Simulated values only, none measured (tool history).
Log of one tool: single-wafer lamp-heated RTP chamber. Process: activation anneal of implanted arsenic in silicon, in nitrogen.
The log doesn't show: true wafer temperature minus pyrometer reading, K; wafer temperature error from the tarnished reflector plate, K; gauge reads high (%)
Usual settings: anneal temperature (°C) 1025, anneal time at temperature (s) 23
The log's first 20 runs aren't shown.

run   hour  anneal temperature (°C)  anneal time at temperature (s)  wafers since the last listed run  wafers since the last pyrometer calibration  wafers since the reflector plate was cleaned  hours since the gauge calibration  read-back reference wafer on the same gauge, sheet resistance  sheet resistance of the implanted and annealed layer (ohm/square)
 21  214.6                     1051                              17                                95                                          526                                          2085                              272.3                                                         395.77                                                             364.59
 22  228.8                     1035                              13                               160                                          687                                          2246                              286.5                                                         395.96                                                             367.61
 23  237.4                     1003                              16                                97                                          784                                          2343                              295.1                                                         395.91                                                             370.62
 24  250.6                     1050                              23                               149                                          933                                          2493                              308.3                                                         396.02                                                             362.72
     253.1  -- gauge calibrated
 25  264.5                     1048                              11                               157                                         1091                                          2650                               11.4                                                         395.93                                                             367.34
 26  282.3                      998                              19                               201                                         1292                                          2851                               29.2                                                         396.32                                                             370.37
 27    289                     1012                              23                                75                                         1368                                          2927                               35.9                                                         395.79                                                             368.57
 28  297.2                     1025                              23                                92                                         1461                                          3020                               44.1                                                         395.81                                                             367.02
 29  307.4                     1039                              36                               115                                         1576                                          3135                               54.3                                                         396.16                                                             360.34
 30  319.6                     1025                              23                               138                                         1714                                          3274                               66.5                                                         395.95                                                             367.49
 31  326.4                     1025                              23                                76                                         1791                                          3351                               73.3                                                          395.9                                                             365.88
 32  341.3                     1005                              23                               168                                         1960                                          3519                               88.2                                                         396.09                                                             369.17
 33  351.6                     1025                              23                               116                                         2076                                          3636                               98.5                                                         395.93                                                             366.34
 34  364.5                     1048                              12                               146                                         2222                                          3782                              111.4                                                         396.34                                                             366.99

Run 35 comes next. What will it give?
 35  370.7                     1025                              28                                70                                         2293                                          3852                              117.6                                                              ?                                                                  ?

read-back reference wafer on the same gauge, sheet resistance: 396.11
sheet resistance of the implanted and annealed layer (ohm/square): 365.15
Without the tool's hidden state the same run would have given sheet resistance of the implanted and annealed layer (ohm/square) 365.15.
